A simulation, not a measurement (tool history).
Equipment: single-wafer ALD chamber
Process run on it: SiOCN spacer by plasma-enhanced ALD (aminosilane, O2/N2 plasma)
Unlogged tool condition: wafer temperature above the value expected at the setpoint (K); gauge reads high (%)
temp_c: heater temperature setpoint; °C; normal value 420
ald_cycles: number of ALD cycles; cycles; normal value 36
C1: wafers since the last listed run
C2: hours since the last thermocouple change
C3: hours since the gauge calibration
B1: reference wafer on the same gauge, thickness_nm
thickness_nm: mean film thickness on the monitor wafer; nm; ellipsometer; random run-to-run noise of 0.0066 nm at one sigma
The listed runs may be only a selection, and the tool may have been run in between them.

run 1 hour=0.0 | temp_c=420 ald_cycles=40 | C1=0 C2=305.9 C3=320.2 | B1=1.970 | thickness_nm=2.185
run 2 hour=90.8 | temp_c=420 ald_cycles=40 | C1=549 C2=396.7 C3=411.0 | B1=1.968 | thickness_nm=2.202
run 3 hour=130.5 | temp_c=420 ald_cycles=36 | C1=240 C2=436.4 C3=450.7 | B1=1.968 | thickness_nm=1.978
run 4 hour=200.0 | temp_c=420 ald_cycles=36 | C1=420 C2=505.9 C3=520.2 | B1=1.971 | thickness_nm=1.975
run 5 hour=303.5 | temp_c=420 ald_cycles=36 | C1=625 C2=609.4 C3=623.7 | B1=1.970 | thickness_nm=1.979
run 6 hour=350.9 | temp_c=420 ald_cycles=36 | C1=286 C2=656.8 C3=671.1 | B1=1.969 | thickness_nm=1.976
run 7 hour=433.7 | temp_c=420 ald_cycles=36 | C1=500 C2=739.6 C3=753.9 | B1=1.969 | thickness_nm=1.973
run 8 hour=503.6 | temp_c=420 ald_cycles=36 | C1=422 C2=809.5 C3=823.8 | B1=1.970 | thickness_nm=1.981
run 9 hour=542.9 | temp_c=420 ald_cycles=36 | C1=237 C2=848.8 C3=863.1 | B1=1.970 | thickness_nm=1.983
run 10 hour=626.5 | temp_c=420 ald_cycles=36 | C1=505 C2=932.4 C3=946.7 | B1=1.972 | thickness_nm=1.982
run 11 hour=682.5 | temp_c=420 ald_cycles=36 | C1=338 C2=988.4 C3=1002.7 | B1=1.971 | thickness_nm=1.976
run 12 hour=746.2 | temp_c=420 ald_cycles=36 | C1=385 C2=1052.1 C3=1066.4 | B1=1.971 | thickness_nm=1.988
run 13 hour=792.7 | temp_c=420 ald_cycles=36 | C1=281 C2=1098.6 C3=1112.9 | B1=1.972 | thickness_nm=1.997
run 14 hour=853.3 | temp_c=420 ald_cycles=36 | C1=366 C2=1159.2 C3=1173.5 | B1=1.969 | thickness_nm=1.990
run 15 hour=915.5 | temp_c=420 ald_cycles=35 | C1=376 C2=1221.4 C3=1235.7 | B1=1.969 | thickness_nm=1.926
run 16 hour=1005.0 | temp_c=420 ald_cycles=35 | C1=541 C2=1310.9 C3=1325.2 | B1=1.971 | thickness_nm=1.939
run 17 hour=1063.9 | temp_c=420 ald_cycles=36 | C1=356 C2=1369.8 C3=1384.1 | B1=1.970 | thickness_nm=1.998
run 18 hour=1130.7 | temp_c=420 ald_cycles=36 | C1=403 C2=1436.6 C3=1450.9 | B1=1.968 | thickness_nm=1.984
run 19 hour=1227.3 | temp_c=420 ald_cycles=36 | C1=584 C2=1533.2 C3=1547.5 | B1=1.969 | thickness_nm=1.993
run 20 hour=1274.8 | temp_c=420 ald_cycles=36 | C1=287 C2=1580.7 C3=1595.0 | B1=1.970 | thickness_nm=2.004
-- hour=1300.2 thermocouple changed; heater temperature recalibrated
-- hour=1558.0 gauge calibrated
run 21 hour=1565.9 | temp_c=431 ald_cycles=29 | C1=1712 C2=265.7 C3=7.9 | B1=1.971 | thickness_nm=1.550
run 22 hour=1615.0 | temp_c=420 ald_cycles=36 | C1=296 C2=314.8 C3=57.0 | B1=1.970 | thickness_nm=1.980
run 23 hour=1721.9 | temp_c=428 ald_cycles=30 | C1=646 C2=421.7 C3=163.9 | B1=1.970 | thickness_nm=1.621
run 24 hour=1791.2 | temp_c=407 ald_cycles=41 | C1=419 C2=491.0 C3=233.2 | B1=1.970 | thickness_nm=2.342
run 25 hour=1875.9 | temp_c=426 ald_cycles=42 | C1=512 C2=575.7 C3=317.9 | B1=1.970 | thickness_nm=2.270
run 26 hour=1951.9 | temp_c=410 ald_cycles=43 | C1=459 C2=651.7 C3=393.9 | B1=1.969 | thickness_nm=2.437

The next listed run, before its measurement:
run 27 hour=2014.6 | temp_c=432 ald_cycles=39 | C1=379 C2=714.4 C3=456.6 | B1=? | thickness_nm=?

{"run 27": {"B1": 1.971, "thickness_nm": 2.067}}
Were there no unlogged condition in the tool, this run, its random variation unchanged, would have produced thickness_nm 2.051 nm.

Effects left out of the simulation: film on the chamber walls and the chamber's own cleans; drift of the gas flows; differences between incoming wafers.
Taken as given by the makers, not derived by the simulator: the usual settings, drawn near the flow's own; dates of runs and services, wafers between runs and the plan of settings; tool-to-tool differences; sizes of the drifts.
